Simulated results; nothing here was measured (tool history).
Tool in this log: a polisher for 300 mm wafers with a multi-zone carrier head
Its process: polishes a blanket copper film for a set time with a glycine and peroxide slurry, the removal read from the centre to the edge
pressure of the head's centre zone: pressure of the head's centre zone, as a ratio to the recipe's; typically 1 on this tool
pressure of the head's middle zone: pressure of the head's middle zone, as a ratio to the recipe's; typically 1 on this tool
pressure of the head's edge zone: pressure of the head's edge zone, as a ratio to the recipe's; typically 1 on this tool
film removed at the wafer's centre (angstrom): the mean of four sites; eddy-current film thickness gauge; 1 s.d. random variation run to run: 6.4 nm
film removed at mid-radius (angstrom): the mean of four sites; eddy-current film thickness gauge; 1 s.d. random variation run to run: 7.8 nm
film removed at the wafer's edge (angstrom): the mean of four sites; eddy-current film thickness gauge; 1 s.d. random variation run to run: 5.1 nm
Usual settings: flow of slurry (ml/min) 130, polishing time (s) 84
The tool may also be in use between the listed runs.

run    hour  flow of slurry (ml/min)  pressure of the head's centre zone  pressure of the head's middle zone  pressure of the head's edge zone  polishing time (s)  incoming thickness of the incoming film, nm  film removed at the wafer's centre (angstrom)  film removed at mid-radius (angstrom)  film removed at the wafer's edge (angstrom)
  1       0                      130                                   1                                   1                                 1                  84                                       2317.7                                           5765                                   5959                                         5986
         42  -- worn pad replaced by a new one
  2    63.7                      130                                   1                                1.06                                 1                  84                                       2291.5                                           5882                                   6049                                         6006
  3   360.5                      130                                   1                                   1                                 1                  99                                       2274.1                                           7269                                   6932                                         7106
  4   408.7                      130                                   1                                   1                                 1                  84                                       2317.2                                           6193                                   5994                                         5910
  5   502.9                      130                                   1                                   1                                 1                  84                                         2300                                           6337                                   5834                                         5981
      550.9  -- edge zone pressure recalibrated
  6   572.3                      110                                0.94                                1.07                                 1                  84                                       2337.9                                           5706                                   5897                                         5802
  7   629.5                       95                                1.11                                0.89                                 1                  67                                         2291                                           5104                                   4049                                         4566
  8   711.1                      105                                0.92                                 0.9                              0.96                  84                                       2343.1                                           5621                                   5253                                         5721
      720.2  -- slurry nozzle cleaned
  9   748.3                      130                                   1                                1.11                              0.92                 100                                       2341.3                                           7413                                   7727                                         6876
      762.4  -- worn pad replaced by a new one
 10   790.8                      170                                1.06                                   1                                 1                  73                                       2332.9                                           6060                                   5522                                         5385
      852.8  -- centre zone pressure recalibrated
 11   862.5                      165                                0.89                                   1                              1.05                  66                                       2292.9                                           4199                                   4820                                         4957
 12   954.3                      130                                   1                                1.03                                 1                  84                                       2278.8                                           6010                                   5973                                         5977
 13  1043.4                      130                                1.06                                   1                              1.03                  84                                       2328.8                                           6285                                   5742                                         6020
 14  1119.1                      130                                   1                                   1                               0.9                  84                                       2292.7                                           6110                                   5998                                         5743
 15  1164.6                       85                                   1                                   1                                 1                  58                                       2313.3                                           3871                                   3739                                         3856
     1263.4  -- edge zone pressure recalibrated
 16  1264.9                      130                                 1.1                                   1                                 1                  84                                       2283.3                                           6902                                   5909                                         5976
 17    1364                      100                                   1                                1.03                                 1                  84                                       2286.1                                           5965                                   5693                                         5808
     1397.9  -- slurry nozzle cleaned
     1439.3  -- worn pad replaced by a new one
 18  1443.1                      130                                1.11                                   1                              0.94                  84                                       2323.7                                           6853                                   5717                                         5903
 19  1537.4                      130                                   1                                   1                                 1                  84                                       2312.6                                           6292                                   5881                                         5915
 20  1579.2                      130                                   1                                   1                              1.04                  84                                       2339.2                                           6367                                   5918                                         6204
 21  1645.6                      130                                0.97                                   1                                 1                  84                                       2328.8                                           6062                                   5963                                         5994

Selected run-to-run steps in film removed at the wafer's centre (angstrom), each split into two signed amounts: the part the tool would show with no hidden state at all (from settings, incoming material and random variation), and the remainder, which goes to the hidden state together with any gauge scatter not common to the measured and the hidden-state-free results:
What the log doesn't record here: removal rate lost through wear of the pad, %; slurry flow missing at the pad, %; deviation of the centre zone's pressure from its setpoint, %; deviation of the edge zone's pressure from its setpoint, %.
Run 2 -> 3: pressure of the head's middle zone 1.06 -> 1, polishing time (s) 84 -> 99. film removed at the wafer's centre (angstrom) +1387: hidden state +378, all else +1009.
Run 10 -> 11: flow of slurry (ml/min) 170 -> 165, pressure of the head's centre zone 1.06 -> 0.89, pressure of the head's edge zone 1 -> 1.05, polishing time (s) 73 -> 66, centre zone pressure recalibrated. film removed at the wafer's centre (angstrom) -1861: hidden state -520, all else -1341.
Run 14 -> 15: flow of slurry (ml/min) 130 -> 85, pressure of the head's edge zone 0.9 -> 1, polishing time (s) 84 -> 58. film removed at the wafer's centre (angstrom) -2239: hidden state -98, all else -2141.
Run 15 -> 16: flow of slurry (ml/min) 85 -> 130, pressure of the head's centre zone 1 -> 1.1, polishing time (s) 58 -> 84, edge zone pressure recalibrated. film removed at the wafer's centre (angstrom) +3031: hidden state +248, all else +2783.

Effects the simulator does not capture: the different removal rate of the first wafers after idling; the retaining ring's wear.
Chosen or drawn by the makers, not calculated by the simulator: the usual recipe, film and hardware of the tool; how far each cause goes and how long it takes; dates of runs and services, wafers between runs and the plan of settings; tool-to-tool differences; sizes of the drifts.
